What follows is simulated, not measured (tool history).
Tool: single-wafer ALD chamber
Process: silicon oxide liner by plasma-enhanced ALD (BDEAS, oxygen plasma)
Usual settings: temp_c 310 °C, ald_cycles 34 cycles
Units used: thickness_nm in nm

run,hour,temp_c,ald_cycles,"read-back reference wafer on the same gauge, thickness_nm",thickness_nm
1,0.0,310,39,3.047,3.760
2,52.4,310,39,3.050,3.756
3,79.8,310,39,3.055,3.766
4,137.7,302,34,3.052,3.320
5,176.2,310,34,3.053,3.279
6,224.4,310,34,3.054,3.284
7,259.9,315,34,3.058,3.274
8,315.5,315,34,3.058,3.261
9,425.7,315,34,3.068,3.259
10,456.7,310,34,3.067,3.296
11,499.0,310,34,3.070,3.302
12,529.6,310,34,3.071,3.294
13,572.8,310,34,3.075,3.296
14,622.6,310,34,3.078,3.302
15,650.3,310,34,3.078,3.310
16,687.0,310,34,3.078,3.313
17,712.0,302,31,3.052,3.026
18,781.7,316,29,3.052,2.763
19,846.2,295,34,3.052,3.379
20,911.8,323,30,3.051,2.832
21,947.1,323,30,3.055,2.847
22,981.9,295,34,3.057,3.361
23,1051.7,299,34,3.058,3.335
24,1117.3,319,28,3.057,2.689
25,1161.2,305,36,3.064,3.515
26,1187.5,299,38,3.057,3.720
27,1216.9,310,28,3.063,2.714
28,1287.5,317,27,3.062,2.592
29,1349.1,323,38,3.069,3.621
30,1409.7,322,36,3.073,3.436
31,1468.1,321,39,3.074,3.722

Taken out of this log: 2 entries between the listed runs. Where each belongs, and how the hidden state differs across it:
Run 16 -> run 17: gauge calibrated (hour 703.2)
  gauge reads high (%): 0.986 -> 0.108
  measured minus no-state result, thickness_nm: +0.032 -> +0.003 nm
Run 18 -> run 19: thermocouple changed; heater temperature recalibrated (hour 817.1)
  gauge reads high (%): 0.115 -> 0.131
  measured minus no-state result, thickness_nm: +0.003 -> +0.005 nm
